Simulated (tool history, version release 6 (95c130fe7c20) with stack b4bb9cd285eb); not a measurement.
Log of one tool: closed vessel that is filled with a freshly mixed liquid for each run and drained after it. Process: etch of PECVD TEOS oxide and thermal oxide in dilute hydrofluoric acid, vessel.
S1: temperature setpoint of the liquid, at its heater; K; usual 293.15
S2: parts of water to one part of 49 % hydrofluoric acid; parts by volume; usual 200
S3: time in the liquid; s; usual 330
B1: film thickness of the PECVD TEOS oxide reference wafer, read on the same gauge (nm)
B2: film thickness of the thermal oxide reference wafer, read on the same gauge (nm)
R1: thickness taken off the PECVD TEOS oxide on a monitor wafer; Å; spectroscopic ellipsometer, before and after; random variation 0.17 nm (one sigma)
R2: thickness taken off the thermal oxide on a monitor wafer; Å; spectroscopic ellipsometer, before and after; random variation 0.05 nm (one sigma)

{"run": 1, "hour": 0.0, "S1": 293.15, "S2": 200, "S3": 330, "B1": 79.98, "B2": 109.99, "R1": 291, "R2": 54.2}
{"run": 2, "hour": 51.8, "S1": 293.15, "S2": 200, "S3": 330, "B1": 79.98, "B2": 110.01, "R1": 288.5, "R2": 55.2}
{"run": 3, "hour": 148.5, "S1": 290.15, "S2": 260, "S3": 330, "B1": 79.97, "B2": 110, "R1": 186.5, "R2": 35.2}
{"hour": 160.9, "done": "gauge calibrated"}
{"hour": 195.7, "done": "thermometer replaced"}
{"run": 4, "hour": 202.1, "S1": 293.15, "S2": 200, "S3": 330, "B1": 80, "B2": 110.03, "R1": 289.1, "R2": 54.5}
{"run": 5, "hour": 272.7, "S1": 290.15, "S2": 275, "S3": 275, "B1": 80, "B2": 109.98, "R1": 143.2, "R2": 27.6}
{"run": 6, "hour": 343.4, "S1": 293.15, "S2": 145, "S3": 330, "B1": 79.98, "B2": 109.96, "R1": 419.9, "R2": 79.8}
{"run": 7, "hour": 430.6, "S1": 296.65, "S2": 155, "S3": 420, "B1": 80.02, "B2": 110.03, "R1": 560.8, "R2": 107}
{"run": 8, "hour": 490.6, "S1": 296.65, "S2": 155, "S3": 420, "B1": 79.98, "B2": 109.99, "R1": 569.9, "R2": 107.7}
{"run": 9, "hour": 543.8, "S1": 293.15, "S2": 200, "S3": 145, "B1": 80, "B2": 110.02, "R1": 127, "R2": 24.4}
{"run": 10, "hour": 583.6, "S1": 293.15, "S2": 200, "S3": 330, "B1": 80.03, "B2": 110.02, "R1": 288.3, "R2": 55.4}
{"run": 11, "hour": 656.6, "S1": 295.65, "S2": 145, "S3": 330, "B1": 80.02, "B2": 109.98, "R1": 463.4, "R2": 88}
{"run": 12, "hour": 718.9, "S1": 295.65, "S2": 300, "S3": 330, "B1": 80.03, "B2": 110.02, "R1": 192.4, "R2": 36.5}
{"hour": 793.1, "done": "hydrofluoric acid flow meter replaced"}
{"run": 13, "hour": 793.6, "S1": 297.15, "S2": 150, "S3": 330, "B1": 79.99, "B2": 110.01, "R1": 471.9, "R2": 89.7}
{"run": 14, "hour": 871.0, "S1": 290.15, "S2": 260, "S3": 330, "B1": 79.98, "B2": 110.01, "R1": 188.5, "R2": 35.1}
{"run": 15, "hour": 960.0, "S1": 296.65, "S2": 300, "S3": 455, "B1": 79.97, "B2": 110, "R1": 275.4, "R2": 53.1}
{"run": 16, "hour": 1019.3, "S1": 298.15, "S2": 140, "S3": 480, "B1": 79.99, "B2": 109.98, "R1": 770.3, "R2": 149}
{"run": 17, "hour": 1112.4, "S1": 293.15, "S2": 200, "S3": 330, "B1": 80.02, "B2": 110, "R1": 290.8, "R2": 55.5}
{"run": 18, "hour": 1189.2, "S1": 293.15, "S2": 200, "S3": 330, "B1": 80.03, "B2": 110.01, "R1": 288, "R2": 54.7}

Forecast run 19:
{"run": 19, "hour": 1228.6, "S1": 293.15, "S2": 290, "S3": 330, "B1": "?", "B2": "?", "R1": "?", "R2": "?"}

Run 19 gave B1 79.98, B2 110.04, R1 183.5 Å, R2 34.5 Å.
Without the tool's hidden state the same run would have given R1 183.5 Å, R2 34.5 Å.

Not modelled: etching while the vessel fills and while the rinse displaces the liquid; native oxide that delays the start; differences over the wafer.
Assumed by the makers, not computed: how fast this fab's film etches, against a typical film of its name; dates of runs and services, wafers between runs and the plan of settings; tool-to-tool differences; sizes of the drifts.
